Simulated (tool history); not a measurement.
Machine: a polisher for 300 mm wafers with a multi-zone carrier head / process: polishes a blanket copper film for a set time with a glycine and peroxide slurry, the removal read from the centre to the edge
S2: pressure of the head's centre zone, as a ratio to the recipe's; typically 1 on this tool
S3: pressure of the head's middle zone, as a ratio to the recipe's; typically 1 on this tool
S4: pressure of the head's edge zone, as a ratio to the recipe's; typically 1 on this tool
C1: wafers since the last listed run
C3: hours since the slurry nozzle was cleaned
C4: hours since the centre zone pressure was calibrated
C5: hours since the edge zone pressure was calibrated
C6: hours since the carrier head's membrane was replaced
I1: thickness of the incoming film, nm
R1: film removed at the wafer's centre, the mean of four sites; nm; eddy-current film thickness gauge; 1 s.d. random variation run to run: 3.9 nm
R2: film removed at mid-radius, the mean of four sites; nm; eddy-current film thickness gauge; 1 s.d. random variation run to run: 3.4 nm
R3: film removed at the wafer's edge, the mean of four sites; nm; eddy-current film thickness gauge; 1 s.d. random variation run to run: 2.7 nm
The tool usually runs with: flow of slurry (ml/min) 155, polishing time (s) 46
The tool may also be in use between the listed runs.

Run 1, day 0: usual settings; C1 0; wafers polished on this pad 485; C3 4.6; C4 268.3; C5 1002; C6 1039; I1 2299.8. Result: R1 265.1 nm, R2 275 nm, R3 265.6 nm.
Run 2, day 0.808: usual settings; C1 221; wafers polished on this pad 707; C3 24; C4 287.7; C5 1021.4; C6 1058.4; I1 2295.6. Result: R1 255.9 nm, R2 263.9 nm, R3 262.1 nm.
Run 3, day 1.396: usual settings; C1 161; wafers polished on this pad 869; C3 38.1; C4 301.8; C5 1035.5; C6 1072.5; I1 2262.5. Result: R1 255.9 nm, R2 271.3 nm, R3 262.3 nm.
At day 2.15: worn pad replaced by a new one.
Run 4, day 2.171: usual settings; C1 167; wafers polished on this pad 6; C3 56.7; C4 320.4; C5 1054.1; C6 1091.1; I1 2315.5. Result: R1 296.3 nm, R2 310.6 nm, R3 294.8 nm.
Run 5, day 3.042: usual settings; C1 239; wafers polished on this pad 245; C3 77.6; C4 341.3; C5 1075; C6 1112; I1 2290. Result: R1 277.8 nm, R2 288.8 nm, R3 279.6 nm.
Run 6, day 4.954: usual settings but S3 0.94; C1 525; wafers polished on this pad 770; C3 123.5; C4 387.2; C5 1120.9; C6 1157.9; I1 2274.6. Result: R1 258.3 nm, R2 258.3 nm, R3 265 nm.
At day 5.567: worn pad replaced by a new one.
At day 5.625: edge zone pressure recalibrated.
At day 7.033: centre zone pressure recalibrated.
Run 7, day 7.271: usual settings but flow of slurry (ml/min) 130; C1 550; wafers polished on this pad 428; C3 179.1; C4 5.7; C5 39.5; C6 1213.5; I1 2244.1. Result: R1 261 nm, R2 272.9 nm, R3 269.8 nm.
At day 7.579: slurry nozzle cleaned.
At day 7.688: carrier head's membrane replaced by a new one.
Run 8, day 8.388: usual settings but flow of slurry (ml/min) 130; C1 265; wafers polished on this pad 694; C3 19.4; C4 32.5; C5 66.3; C6 16.8; I1 2339.3. Result: R1 251.5 nm, R2 261.3 nm, R3 259.6 nm.
At day 9.071: worn pad replaced by a new one.
Run 9, day 9.246: usual settings; C1 189; wafers polished on this pad 48; C3 40; C4 53.1; C5 86.9; C6 37.4; I1 2298.1. Result: R1 289 nm, R2 303.8 nm, R3 291.3 nm.
Run 10, day 9.9: usual settings but polishing time (s) 36; C1 179; wafers polished on this pad 227; C3 55.7; C4 68.8; C5 102.6; C6 53.1; I1 2312.3. Result: R1 214 nm, R2 228.7 nm, R3 217.9 nm.
Run 11, day 10.546: usual settings but flow of slurry (ml/min) 115; C1 177; wafers polished on this pad 404; C3 71.2; C4 84.3; C5 118.1; C6 68.6; I1 2273.8. Result: R1 252.5 nm, R2 264.1 nm, R3 260.1 nm.
Run 12, day 11.429: usual settings but flow of slurry (ml/min) 200, S2 1.06; C1 242; wafers polished on this pad 647; C3 92.4; C4 105.5; C5 139.3; C6 89.8; I1 2263.3. Result: R1 292.4 nm, R2 282.7 nm, R3 274.1 nm.
Run 13, day 12.4: usual settings but S2 1.08, S3 1.09; C1 266; wafers polished on this pad 914; C3 115.7; C4 128.8; C5 162.6; C6 113.1; I1 2288.3. Result: R1 269.7 nm, R2 288.4 nm, R3 263.8 nm.
At day 13.088: worn pad replaced by a new one.
Run 14, day 13.296: usual settings but S2 1.08, S3 1.09; C1 200; wafers polished on this pad 57; C3 137.2; C4 150.3; C5 184.1; C6 134.6; I1 2280.3. Result: R1 308.1 nm, R2 329.3 nm, R3 288 nm.
Run 15, day 13.846: usual settings; C1 151; wafers polished on this pad 208; C3 150.4; C4 163.5; C5 197.3; C6 147.8; I1 2295.2. Result: R1 280.1 nm, R2 295.2 nm, R3 285.1 nm.
Run 16, day 14.708: usual settings but flow of slurry (ml/min) 210; C1 236; wafers polished on this pad 445; C3 171.1; C4 184.2; C5 218; C6 168.5; I1 2283. Result: R1 287.5 nm, R2 298.3 nm, R3 283.1 nm.
At day 14.962: slurry nozzle cleaned.
Run 17, day 15.546: usual settings but S4 0.9, polishing time (s) 36; C1 218; wafers polished on this pad 663; C3 14; C4 204.3; C5 238.1; C6 188.6; I1 2275.1. Result: R1 207.7 nm, R2 218.3 nm, R3 198.1 nm.
At day 16.775: worn pad replaced by a new one.
Run 18, day 16.796: usual settings but S2 0.89, S3 0.89; C1 297; wafers polished on this pad 5; C3 44; C4 234.3; C5 268.1; C6 218.6; I1 2275. Result: R1 261.4 nm, R2 276 nm, R3 290.6 nm.
Run 19, day 17.204: usual settings; C1 112; wafers polished on this pad 117; C3 53.8; C4 244.1; C5 277.9; C6 228.4; I1 2310.3. Result: R1 277 nm, R2 291.6 nm, R3 280.6 nm.
Run 20, day 18.417: usual settings but flow of slurry (ml/min) 130; C1 332; wafers polished on this pad 450; C3 82.9; C4 273.2; C5 307; C6 257.5; I1 2301. Result: R1 248.7 nm, R2 267.9 nm, R3 257.3 nm.

For each run, the measured value with the value that run would have given without the tool's hidden condition subtracted. The run-to-run variation is shared by both, the gauge scatter possibly not:
Unlogged tool condition in this case: removal rate lost through wear of the pad, %; slurry flow missing at the pad, %; deviation of the centre zone's pressure from its setpoint, %; deviation of the edge zone's pressure from its setpoint, %.
run     R1     R2     R3
  1  -34.6  -35.9  -34.7
  2  -38.2  -39.4  -39.1
  3  -40.3  -42.8  -41.4
  4   -5.1   -5.4   -5.1
  5  -23.2  -24.1  -23.3
  6  -37.2  -37.3  -38.3
  7  -27.3  -28.4  -28.1
  8  -32.5  -33.7  -33.5
  9   -8.9   -9.3   -8.8
 10  -16.8    -18  -17.1
 11  -27.8    -29  -28.5
 12  -39.5  -38.2    -37
 13  -40.3  -43.2  -39.4
 14   -8.9   -9.4   -8.3
 15  -19.3  -20.4  -19.7
 16  -31.5  -32.6  -30.9
 17  -27.3  -28.7  -25.9
 18   -7.4   -7.9   -8.3
 19  -17.9  -18.9  -18.1
 20  -32.5  -35.1  -33.6
